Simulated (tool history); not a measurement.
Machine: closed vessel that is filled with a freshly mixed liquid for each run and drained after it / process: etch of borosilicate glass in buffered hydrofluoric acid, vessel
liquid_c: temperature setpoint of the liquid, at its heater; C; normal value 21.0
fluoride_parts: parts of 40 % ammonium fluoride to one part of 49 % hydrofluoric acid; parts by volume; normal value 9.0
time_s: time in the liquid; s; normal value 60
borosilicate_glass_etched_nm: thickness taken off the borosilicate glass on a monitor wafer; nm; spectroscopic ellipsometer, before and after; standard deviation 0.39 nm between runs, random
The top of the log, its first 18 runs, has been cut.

run	day	liquid_c	fluoride_parts	time_s	read-back film thickness of the borosilicate glass reference wafer, read on the same gauge (nm)	borosilicate_glass_etched_nm
19	41.721	21.0	9.0	90	106.99	102.41
20	44.108	19.0	7.0	75	106.71	100.31
21	45.367	17.5	9.0	60	106.56	55.89
22	48.096	24.0	6.5	50	106.26	93.00
23	49.167	19.0	7.0	75	106.20	100.01
# day 49.258: hydrofluoric acid flow meter replaced
24	51.233	21.0	6.5	30	106.07	47.48
25	53.521	21.0	9.0	60	105.87	67.11
26	55.421	21.0	6.0	90	105.77	153.07
27	58.125	21.0	6.5	30	105.70	47.71
28	59.925	21.0	10.0	85	105.61	88.73
29	62.104	23.0	10.5	75	105.52	83.28
30	64.725	23.0	9.0	60	105.40	73.90
# day 66.262: thermometer replaced
31	66.888	22.5	9.0	60	105.33	72.82

Consider 5 possible next runs. They are alternatives, not a sequence: every one starts from the tool as it was left by run 31. What does each give?
A	66.917	21.0	9.0	60	?	?
B	66.917	23.5	9.0	60	?	?
C	66.917	23.0	6.5	35	?	?
D	66.917	23.0	9.0	70	?	?
E	66.917	18.5	7.5	45	?	?

run	read-back film thickness of the borosilicate glass reference wafer, read on the same gauge (nm)	borosilicate_glass_etched_nm
A	105.35	67.02
B	105.35	76.70
C	105.35	61.43
D	105.35	87.11
E	105.35	53.64
With the hidden condition removed and each run's random variation left untouched, the same runs would have given:
run	borosilicate_glass_etched_nm
A	69.98
B	80.09
C	64.14
D	90.96
E	56.01

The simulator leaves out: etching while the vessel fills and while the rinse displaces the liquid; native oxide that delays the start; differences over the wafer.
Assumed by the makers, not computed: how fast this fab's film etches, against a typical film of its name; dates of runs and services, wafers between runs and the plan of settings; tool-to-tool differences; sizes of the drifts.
